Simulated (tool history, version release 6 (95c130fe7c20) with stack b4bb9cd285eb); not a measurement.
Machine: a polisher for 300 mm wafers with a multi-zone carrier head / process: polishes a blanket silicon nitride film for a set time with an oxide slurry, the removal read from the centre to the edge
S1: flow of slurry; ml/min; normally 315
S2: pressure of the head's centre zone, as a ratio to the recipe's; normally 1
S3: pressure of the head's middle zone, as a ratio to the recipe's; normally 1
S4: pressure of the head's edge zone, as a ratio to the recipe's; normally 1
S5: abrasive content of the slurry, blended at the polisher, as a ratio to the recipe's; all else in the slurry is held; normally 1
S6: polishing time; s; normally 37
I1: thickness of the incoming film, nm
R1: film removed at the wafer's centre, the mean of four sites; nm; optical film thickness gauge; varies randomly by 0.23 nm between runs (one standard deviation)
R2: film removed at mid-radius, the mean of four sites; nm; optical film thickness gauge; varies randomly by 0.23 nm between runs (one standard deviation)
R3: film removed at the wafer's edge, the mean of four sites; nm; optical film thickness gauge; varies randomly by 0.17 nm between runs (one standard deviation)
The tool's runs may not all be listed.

run 1 hour=0 | S1=315 S2=1 S3=0.95 S4=1 S5=1 S6=37 | I1=471.9 | R1=17.8 R2=17.5 R3=18.2
run 2 hour=12.4 | S1=315 S2=0.92 S3=1 S4=1 S5=1 S6=32 | I1=462.7 | R1=14 R2=15.7 R3=16
run 3 hour=18.6 | S1=315 S2=1 S3=1 S4=1 S5=1 S6=37 | I1=468.9 | R1=17.6 R2=18.4 R3=18.4
-- hour=24.9 centre zone pressure recalibrated
run 4 hour=33.3 | S1=315 S2=1 S3=1 S4=1 S5=1 S6=37 | I1=465.9 | R1=17.6 R2=18.2 R3=18.2
-- hour=46 worn pad replaced by a new one
run 5 hour=46.5 | S1=315 S2=1 S3=1 S4=1 S5=1 S6=37 | I1=468.8 | R1=17.7 R2=18 R3=18.4
run 6 hour=58.8 | S1=315 S2=1 S3=0.94 S4=0.95 S5=1 S6=37 | I1=467.4 | R1=17.5 R2=18 R3=17.8
run 7 hour=71.3 | S1=315 S2=1 S3=1 S4=1 S5=1 S6=37 | I1=472.4 | R1=17.7 R2=17.8 R3=18.7
run 8 hour=84.6 | S1=315 S2=1 S3=1 S4=1 S5=1 S6=37 | I1=470.3 | R1=17.4 R2=18.2 R3=18.7
run 9 hour=93.4 | S1=315 S2=1 S3=1 S4=1.09 S5=1 S6=37 | I1=471.2 | R1=17.8 R2=18 R3=18.9
-- hour=101.2 edge zone pressure recalibrated
run 10 hour=110.1 | S1=345 S2=1 S3=1 S4=1 S5=1 S6=37 | I1=472.4 | R1=18 R2=18.6 R3=18.4
-- hour=116.6 carrier head's membrane replaced by a new one
run 11 hour=122.4 | S1=370 S2=1.06 S3=1 S4=1.1 S5=0.8 S6=37 | I1=478.4 | R1=17.8 R2=16.9 R3=18.4
-- hour=130.2 slurry nozzle cleaned
-- hour=139.2 worn pad replaced by a new one
run 12 hour=139.7 | S1=315 S2=1.09 S3=1 S4=1 S5=1 S6=37 | I1=476.1 | R1=20.7 R2=19.6 R3=19.6
run 13 hour=151.3 | S1=315 S2=1 S3=1 S4=0.95 S5=1 S6=37 | I1=461.5 | R1=19 R2=19.7 R3=18.4
run 14 hour=163.5 | S1=385 S2=0.96 S3=1.12 S4=1 S5=0.9 S6=37 | I1=466.6 | R1=18.3 R2=20.1 R3=18.9
run 15 hour=176.8 | S1=315 S2=1 S3=1 S4=1 S5=1 S6=37 | I1=466.4 | R1=18.6 R2=19.1 R3=18.9

The next listed run, before its measurement:
run 16 hour=190.9 | S1=315 S2=1 S3=1 S4=1 S5=1 S6=37 | I1=463.4 | R1=? R2=? R3=?

{"run 16": {"R1": 18.6, "R2": 18.8, "R3": 19.2}}
Take away the tool's hidden state, keep the run-to-run variation as it was, and the same run would have given R1 19.1 nm, R2 19.2 nm, R3 19.5 nm.

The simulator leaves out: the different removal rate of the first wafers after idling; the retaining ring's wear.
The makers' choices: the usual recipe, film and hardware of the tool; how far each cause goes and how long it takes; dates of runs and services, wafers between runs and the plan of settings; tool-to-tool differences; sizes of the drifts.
